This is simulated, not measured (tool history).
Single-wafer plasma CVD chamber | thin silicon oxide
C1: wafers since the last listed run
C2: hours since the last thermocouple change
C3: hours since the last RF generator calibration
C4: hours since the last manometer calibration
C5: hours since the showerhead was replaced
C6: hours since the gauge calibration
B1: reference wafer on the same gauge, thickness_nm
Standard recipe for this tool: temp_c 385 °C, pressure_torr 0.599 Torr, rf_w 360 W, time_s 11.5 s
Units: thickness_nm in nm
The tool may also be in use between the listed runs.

{"run": 1, "day": 0.0, "temp_c": 385, "pressure_torr": 0.599, "rf_w": 360, "time_s": 11.5, "C1": 0, "C2": 1447.8, "C3": 1370.9, "C4": 1360, "C5": 4989.2, "C6": 72.8, "B1": 18.916, "thickness_nm": 20.552}
{"run": 2, "day": 0.525, "temp_c": 385, "pressure_torr": 0.495, "rf_w": 400, "time_s": 11.5, "C1": 616, "C2": 1460.4, "C3": 1383.5, "C4": 1372.6, "C5": 5001.8, "C6": 85.4, "B1": 18.923, "thickness_nm": 17.611}
{"run": 3, "day": 1.008, "temp_c": 385, "pressure_torr": 0.495, "rf_w": 400, "time_s": 11.5, "C1": 567, "C2": 1472, "C3": 1395.1, "C4": 1384.2, "C5": 5013.4, "C6": 97, "B1": 18.872, "thickness_nm": 17.726}
{"run": 4, "day": 1.738, "temp_c": 385, "pressure_torr": 0.495, "rf_w": 400, "time_s": 11.5, "C1": 856, "C2": 1489.5, "C3": 1412.6, "C4": 1401.7, "C5": 5030.9, "C6": 114.5, "B1": 18.905, "thickness_nm": 17.779}
{"run": 5, "day": 2.488, "temp_c": 385, "pressure_torr": 0.599, "rf_w": 360, "time_s": 11.5, "C1": 880, "C2": 1507.5, "C3": 1430.6, "C4": 1419.7, "C5": 5048.9, "C6": 132.5, "B1": 18.92, "thickness_nm": 20.552}
{"run": 6, "day": 2.842, "temp_c": 385, "pressure_torr": 0.599, "rf_w": 360, "time_s": 11.5, "C1": 415, "C2": 1516, "C3": 1439.1, "C4": 1428.2, "C5": 5057.4, "C6": 141, "B1": 18.886, "thickness_nm": 20.683}
{"run": 7, "day": 3.1, "temp_c": 385, "pressure_torr": 0.599, "rf_w": 360, "time_s": 11.5, "C1": 303, "C2": 1522.2, "C3": 1445.3, "C4": 1434.4, "C5": 5063.6, "C6": 147.2, "B1": 18.9, "thickness_nm": 20.618}
{"run": 8, "day": 3.696, "temp_c": 385, "pressure_torr": 0.515, "rf_w": 360, "time_s": 11.5, "C1": 699, "C2": 1536.5, "C3": 1459.6, "C4": 1448.7, "C5": 5077.9, "C6": 161.5, "B1": 18.909, "thickness_nm": 17.821}
{"run": 9, "day": 4.246, "temp_c": 385, "pressure_torr": 0.599, "rf_w": 360, "time_s": 11.5, "C1": 645, "C2": 1549.7, "C3": 1472.8, "C4": 1461.9, "C5": 5091.1, "C6": 174.7, "B1": 18.909, "thickness_nm": 20.753}
{"day": 4.646, "done": "capacitance manometer re-zeroed and calibrated"}
{"run": 10, "day": 4.667, "temp_c": 385, "pressure_torr": 0.599, "rf_w": 360, "time_s": 11.5, "C1": 102, "C2": 1559.8, "C3": 1482.9, "C4": 0.5, "C5": 5101.2, "C6": 184.8, "B1": 18.889, "thickness_nm": 18.934}
{"day": 5.329, "done": "RF generator calibrated"}
{"run": 11, "day": 5.35, "temp_c": 390, "pressure_torr": 0.599, "rf_w": 360, "time_s": 11.5, "C1": 410, "C2": 1576.2, "C3": 0.5, "C4": 16.9, "C5": 5117.6, "C6": 201.2, "B1": 18.883, "thickness_nm": 18.906}
{"run": 12, "day": 5.496, "temp_c": 379, "pressure_torr": 0.691, "rf_w": 360, "time_s": 13.3, "C1": 171, "C2": 1579.7, "C3": 4, "C4": 20.4, "C5": 5121.1, "C6": 204.7, "B1": 18.906, "thickness_nm": 25.32}
{"run": 13, "day": 6.104, "temp_c": 385, "pressure_torr": 0.599, "rf_w": 360, "time_s": 11.5, "C1": 714, "C2": 1594.3, "C3": 18.6, "C4": 35, "C5": 5135.7, "C6": 219.3, "B1": 18.907, "thickness_nm": 18.956}
{"day": 6.504, "done": "thermocouple changed; heater temperature recalibrated"}
{"run": 14, "day": 6.679, "temp_c": 399, "pressure_torr": 0.599, "rf_w": 340, "time_s": 9.6, "C1": 283, "C2": 4.2, "C3": 32.4, "C4": 48.8, "C5": 5149.5, "C6": 233.1, "B1": 18.906, "thickness_nm": 15.252}
{"day": 6.846, "done": "gauge calibrated"}
{"run": 15, "day": 6.946, "temp_c": 400, "pressure_torr": 0.71, "rf_w": 410, "time_s": 10.3, "C1": 313, "C2": 10.6, "C3": 38.8, "C4": 55.2, "C5": 5155.9, "C6": 2.4, "B1": 18.898, "thickness_nm": 20.835}
{"run": 16, "day": 7.275, "temp_c": 385, "pressure_torr": 0.599, "rf_w": 360, "time_s": 11.5, "C1": 386, "C2": 18.5, "C3": 46.7, "C4": 63.1, "C5": 5163.8, "C6": 10.3, "B1": 18.91, "thickness_nm": 18.967}
{"day": 7.85, "done": "showerhead replaced"}
{"run": 17, "day": 7.979, "temp_c": 385, "pressure_torr": 0.599, "rf_w": 360, "time_s": 13.3, "C1": 435, "C2": 35.4, "C3": 63.6, "C4": 80, "C5": 3.1, "C6": 27.2, "B1": 18.882, "thickness_nm": 21.892}
{"run": 18, "day": 8.7, "temp_c": 397, "pressure_torr": 0.599, "rf_w": 325, "time_s": 11.5, "C1": 846, "C2": 52.7, "C3": 80.9, "C4": 97.3, "C5": 20.4, "C6": 44.5, "B1": 18.91, "thickness_nm": 18.014}
{"run": 19, "day": 8.958, "temp_c": 391, "pressure_torr": 0.739, "rf_w": 290, "time_s": 9.6, "C1": 303, "C2": 58.9, "C3": 87.1, "C4": 103.5, "C5": 26.6, "C6": 50.7, "B1": 18.906, "thickness_nm": 17.685}
{"run": 20, "day": 9.446, "temp_c": 385, "pressure_torr": 0.599, "rf_w": 360, "time_s": 11.5, "C1": 572, "C2": 70.6, "C3": 98.8, "C4": 115.2, "C5": 38.3, "C6": 62.4, "B1": 18.91, "thickness_nm": 18.903}
{"run": 21, "day": 9.733, "temp_c": 376, "pressure_torr": 0.599, "rf_w": 360, "time_s": 11.5, "C1": 337, "C2": 77.5, "C3": 105.7, "C4": 122.1, "C5": 45.2, "C6": 69.3, "B1": 18.917, "thickness_nm": 19.035}
{"run": 22, "day": 10.175, "temp_c": 385, "pressure_torr": 0.671, "rf_w": 360, "time_s": 11.5, "C1": 518, "C2": 88.1, "C3": 116.3, "C4": 132.7, "C5": 55.8, "C6": 79.9, "B1": 18.889, "thickness_nm": 21.207}

Here are 3 independent what-if runs from the current tool condition. What would each one return?
{"run": "A", "day": 10.192, "temp_c": 385, "pressure_torr": 0.599, "rf_w": 360, "time_s": 11.5, "C1": 19, "C2": 88.5, "C3": 116.7, "C4": 133.1, "C5": 56.2, "C6": 80.3, "B1": "?", "thickness_nm": "?"}
{"run": "B", "day": 10.192, "temp_c": 397, "pressure_torr": 0.53, "rf_w": 320, "time_s": 11.5, "C1": 19, "C2": 88.5, "C3": 116.7, "C4": 133.1, "C5": 56.2, "C6": 80.3, "B1": "?", "thickness_nm": "?"}
{"run": "C", "day": 10.192, "temp_c": 385, "pressure_torr": 0.599, "rf_w": 360, "time_s": 9.9, "C1": 19, "C2": 88.5, "C3": 116.7, "C4": 133.1, "C5": 56.2, "C6": 80.3, "B1": "?", "thickness_nm": "?"}

run=A B1=18.904 thickness_nm=18.98
run=B B1=18.904 thickness_nm=15.831
run=C B1=18.904 thickness_nm=16.347
Without the tool's unlogged condition, the same runs would have read:
run=A thickness_nm=19.079
run=B thickness_nm=15.916
run=C thickness_nm=16.432
